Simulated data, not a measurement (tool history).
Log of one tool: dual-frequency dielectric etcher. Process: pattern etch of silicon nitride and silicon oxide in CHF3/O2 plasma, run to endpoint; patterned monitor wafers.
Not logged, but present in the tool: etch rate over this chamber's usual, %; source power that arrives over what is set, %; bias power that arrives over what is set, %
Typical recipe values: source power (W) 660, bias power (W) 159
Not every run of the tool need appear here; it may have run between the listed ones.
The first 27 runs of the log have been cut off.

| run | day | source power (W) | bias power (W) | wafers since the last listed run | hours since the last wet clean | hours since the last source power generator calibration | hours since the last bias power generator calibration | hours since the last upper electrode change | incoming incoming film thickness, nm | endpoint time (s) |
|---|---|---|---|---|---|---|---|---|---|---|
| 28 | 31.700 | 600 | 192 | 193 | 123.0 | 413.9 | 470.7 | 411.9 | 304.7 | 195.9 |
| 29 | 32.838 | 660 | 159 | 241 | 150.3 | 441.2 | 498.0 | 439.2 | 302.6 | 202.8 |
| 30 | 33.600 | 710 | 144 | 162 | 168.6 | 459.5 | 516.3 | 457.5 | 298.6 | 201.8 |
| 31 | 34.446 | 660 | 159 | 179 | 188.9 | 479.8 | 536.6 | 477.8 | 301.1 | 200.9 |
| 32 | 35.821 | 740 | 197 | 292 | 221.9 | 512.8 | 569.6 | 510.8 | 303.5 | 171.9 |
| 33 | 37.038 | 610 | 139 | 258 | 251.1 | 542.0 | 598.8 | 540.0 | 302.3 | 225.5 |
| 34 | 37.783 | 740 | 159 | 158 | 269.0 | 559.9 | 616.7 | 557.9 | 305.8 | 192.5 |
| 35 | 38.650 | 660 | 159 | 184 | 289.8 | 580.7 | 637.5 | 578.7 | 296.7 | 198.2 |

Alternative continuations, all from the tool just after run 35; predict every row:
| A | 38.671 | 660 | 136 | 4 | 290.3 | 581.2 | 638.0 | 579.2 | 299.8 | ? |
| B | 38.671 | 540 | 136 | 4 | 290.3 | 581.2 | 638.0 | 579.2 | 299.8 | ? |
| C | 38.671 | 800 | 194 | 4 | 290.3 | 581.2 | 638.0 | 579.2 | 299.8 | ? |

| run | endpoint time (s) |
|---|---|
| A | 216.8 |
| B | 241.8 |
| C | 165.0 |
Without the tool's hidden state the same runs would have given:
| run | endpoint time (s) |
|---|---|
| A | 216.8 |
| B | 241.8 |
| C | 165.0 |

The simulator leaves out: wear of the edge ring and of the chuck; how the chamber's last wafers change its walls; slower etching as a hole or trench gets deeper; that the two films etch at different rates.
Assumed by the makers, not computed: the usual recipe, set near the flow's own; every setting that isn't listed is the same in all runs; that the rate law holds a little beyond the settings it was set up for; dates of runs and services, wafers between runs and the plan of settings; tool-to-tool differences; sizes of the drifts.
